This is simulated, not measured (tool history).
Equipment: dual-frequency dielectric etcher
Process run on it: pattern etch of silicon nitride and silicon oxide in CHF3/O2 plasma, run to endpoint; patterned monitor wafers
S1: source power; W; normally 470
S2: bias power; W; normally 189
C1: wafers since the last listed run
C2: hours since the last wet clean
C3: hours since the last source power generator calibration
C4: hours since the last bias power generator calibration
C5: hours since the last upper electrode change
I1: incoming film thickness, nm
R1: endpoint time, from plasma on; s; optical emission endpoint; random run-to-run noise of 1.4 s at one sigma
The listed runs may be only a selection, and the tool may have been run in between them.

run 1 day=0.000 | S1=470 S2=189 | C1=0 C2=94.6 C3=2344.7 C4=899.0 C5=4529.9 | I1=255.6 | R1=190.3
run 2 day=2.721 | S1=540 S2=156 | C1=492 C2=159.9 C3=2410.0 C4=964.3 C5=4595.2 | I1=254.1 | R1=194.8
run 3 day=4.917 | S1=540 S2=156 | C1=397 C2=212.6 C3=2462.7 C4=1017.0 C5=4647.9 | I1=253.2 | R1=197.3
run 4 day=6.271 | S1=470 S2=189 | C1=245 C2=245.1 C3=2495.2 C4=1049.5 C5=4680.4 | I1=253.5 | R1=191.2
run 5 day=7.492 | S1=490 S2=189 | C1=220 C2=274.4 C3=2524.5 C4=1078.8 C5=4709.7 | I1=252.4 | R1=188.6
run 6 day=10.462 | S1=470 S2=189 | C1=537 C2=345.7 C3=2595.8 C4=1150.1 C5=4781.0 | I1=252.0 | R1=190.6
-- day=13.358 wet clean of the chamber
run 7 day=19.125 | S1=470 S2=189 | C1=1387 C2=138.4 C3=2803.7 C4=1358.0 C5=4988.9 | I1=253.3 | R1=200.1
run 8 day=20.475 | S1=540 S2=189 | C1=244 C2=170.8 C3=2836.1 C4=1390.4 C5=5021.3 | I1=252.3 | R1=193.0
-- day=22.025 wet clean of the chamber, repeated, since the last time left the tool worse
run 9 day=22.633 | S1=500 S2=189 | C1=209 C2=14.6 C3=2887.9 C4=1442.2 C5=5073.1 | I1=253.6 | R1=185.2
run 10 day=24.358 | S1=500 S2=189 | C1=312 C2=56.0 C3=2929.3 C4=1483.6 C5=5114.5 | I1=253.6 | R1=187.8
run 11 day=25.842 | S1=470 S2=170 | C1=268 C2=91.6 C3=2964.9 C4=1519.2 C5=5150.1 | I1=251.1 | R1=192.5
-- day=26.312 bias power generator calibrated
run 12 day=28.279 | S1=470 S2=170 | C1=411 C2=150.1 C3=3023.4 C4=47.2 C5=5208.6 | I1=252.9 | R1=199.2
run 13 day=30.721 | S1=510 S2=189 | C1=441 C2=208.7 C3=3082.0 C4=105.8 C5=5267.2 | I1=252.1 | R1=184.0
-- day=31.804 upper electrode replaced
-- day=35.892 wet clean of the chamber
run 14 day=35.912 | S1=510 S2=189 | C1=577 C2=0.5 C3=3206.6 C4=230.4 C5=98.6 | I1=252.9 | R1=182.8
run 15 day=37.112 | S1=510 S2=189 | C1=217 C2=29.3 C3=3235.4 C4=259.2 C5=127.4 | I1=253.1 | R1=183.0
run 16 day=38.412 | S1=470 S2=226 | C1=235 C2=60.5 C3=3266.6 C4=290.4 C5=158.6 | I1=252.5 | R1=176.5
run 17 day=39.767 | S1=520 S2=158 | C1=245 C2=93.0 C3=3299.1 C4=322.9 C5=191.1 | I1=253.4 | R1=198.0
run 18 day=41.242 | S1=430 S2=202 | C1=266 C2=128.4 C3=3334.5 C4=358.3 C5=226.5 | I1=253.6 | R1=189.2
-- day=41.908 source power generator calibrated
run 19 day=43.908 | S1=470 S2=235 | C1=452 C2=192.4 C3=48.0 C4=422.3 C5=290.5 | I1=253.7 | R1=174.8
run 20 day=45.300 | S1=350 S2=189 | C1=251 C2=225.8 C3=81.4 C4=455.7 C5=323.9 | I1=253.6 | R1=203.3
run 21 day=46.992 | S1=540 S2=160 | C1=306 C2=266.4 C3=122.0 C4=496.3 C5=364.5 | I1=252.3 | R1=198.1
run 22 day=49.146 | S1=470 S2=189 | C1=389 C2=318.1 C3=173.7 C4=548.0 C5=416.2 | I1=252.1 | R1=190.7
-- day=50.333 wet clean of the chamber
run 23 day=50.617 | S1=500 S2=189 | C1=85 C2=6.8 C3=209.0 C4=583.3 C5=451.5 | I1=253.4 | R1=183.6
run 24 day=52.329 | S1=560 S2=157 | C1=309 C2=47.9 C3=250.1 C4=624.4 C5=492.6 | I1=252.2 | R1=192.8
run 25 day=54.938 | S1=400 S2=157 | C1=472 C2=110.5 C3=312.7 C4=687.0 C5=555.2 | I1=255.0 | R1=212.5
run 26 day=55.950 | S1=470 S2=216 | C1=183 C2=134.8 C3=337.0 C4=711.3 C5=579.5 | I1=251.5 | R1=177.0
run 27 day=58.042 | S1=350 S2=145 | C1=378 C2=185.0 C3=387.2 C4=761.5 C5=629.7 | I1=255.8 | R1=228.6
run 28 day=60.842 | S1=470 S2=153 | C1=506 C2=252.2 C3=454.4 C4=828.7 C5=696.9 | I1=253.0 | R1=207.3
run 29 day=63.338 | S1=470 S2=158 | C1=451 C2=312.1 C3=514.3 C4=888.6 C5=756.8 | I1=251.7 | R1=205.7
run 30 day=64.462 | S1=570 S2=189 | C1=203 C2=339.1 C3=541.3 C4=915.6 C5=783.8 | I1=253.5 | R1=184.4
run 31 day=65.475 | S1=570 S2=235 | C1=183 C2=363.4 C3=565.6 C4=939.9 C5=808.1 | I1=255.3 | R1=169.5
-- day=67.433 wet clean of the chamber
run 32 day=67.454 | S1=470 S2=189 | C1=177 C2=0.5 C3=613.1 C4=987.4 C5=855.6 | I1=253.9 | R1=186.6
run 33 day=68.354 | S1=400 S2=189 | C1=162 C2=22.1 C3=634.7 C4=1009.0 C5=877.2 | I1=252.0 | R1=193.0

Below, some changes in R1 between adjacent runs. For each, the amount present without the hidden state too (settings, incoming material, random variation) and the amount remaining for the hidden state with gauge scatter not shared by both compared results:
The tool's hidden condition here consists of: etch rate over this chamber's usual, %; source power that arrives over what is set, %; bias power that arrives over what is set, %.
Run 6 -> 7: wet clean of the chamber. R1 +9.5 s: hidden state +7.6, all else +1.9.
Run 8 -> 9: S1 540 -> 500, wet clean of the chamber, repeated, since the last time left the tool worse. R1 -7.8 s: hidden state -12.7, all else +4.9.
Run 19 -> 20: S1 470 -> 350, S2 235 -> 189. R1 +28.5 s: hidden state +1.1, all else +27.4.
Run 22 -> 23: S1 470 -> 500, wet clean of the chamber. R1 -7.1 s: hidden state -5.5, all else -1.6.
Run 25 -> 26: S1 400 -> 470, S2 157 -> 216. R1 -35.5 s: hidden state +0.1, all else -35.6.
Run 26 -> 27: S1 470 -> 350, S2 216 -> 145. R1 +51.6 s: hidden state +1.5, all else +50.1.

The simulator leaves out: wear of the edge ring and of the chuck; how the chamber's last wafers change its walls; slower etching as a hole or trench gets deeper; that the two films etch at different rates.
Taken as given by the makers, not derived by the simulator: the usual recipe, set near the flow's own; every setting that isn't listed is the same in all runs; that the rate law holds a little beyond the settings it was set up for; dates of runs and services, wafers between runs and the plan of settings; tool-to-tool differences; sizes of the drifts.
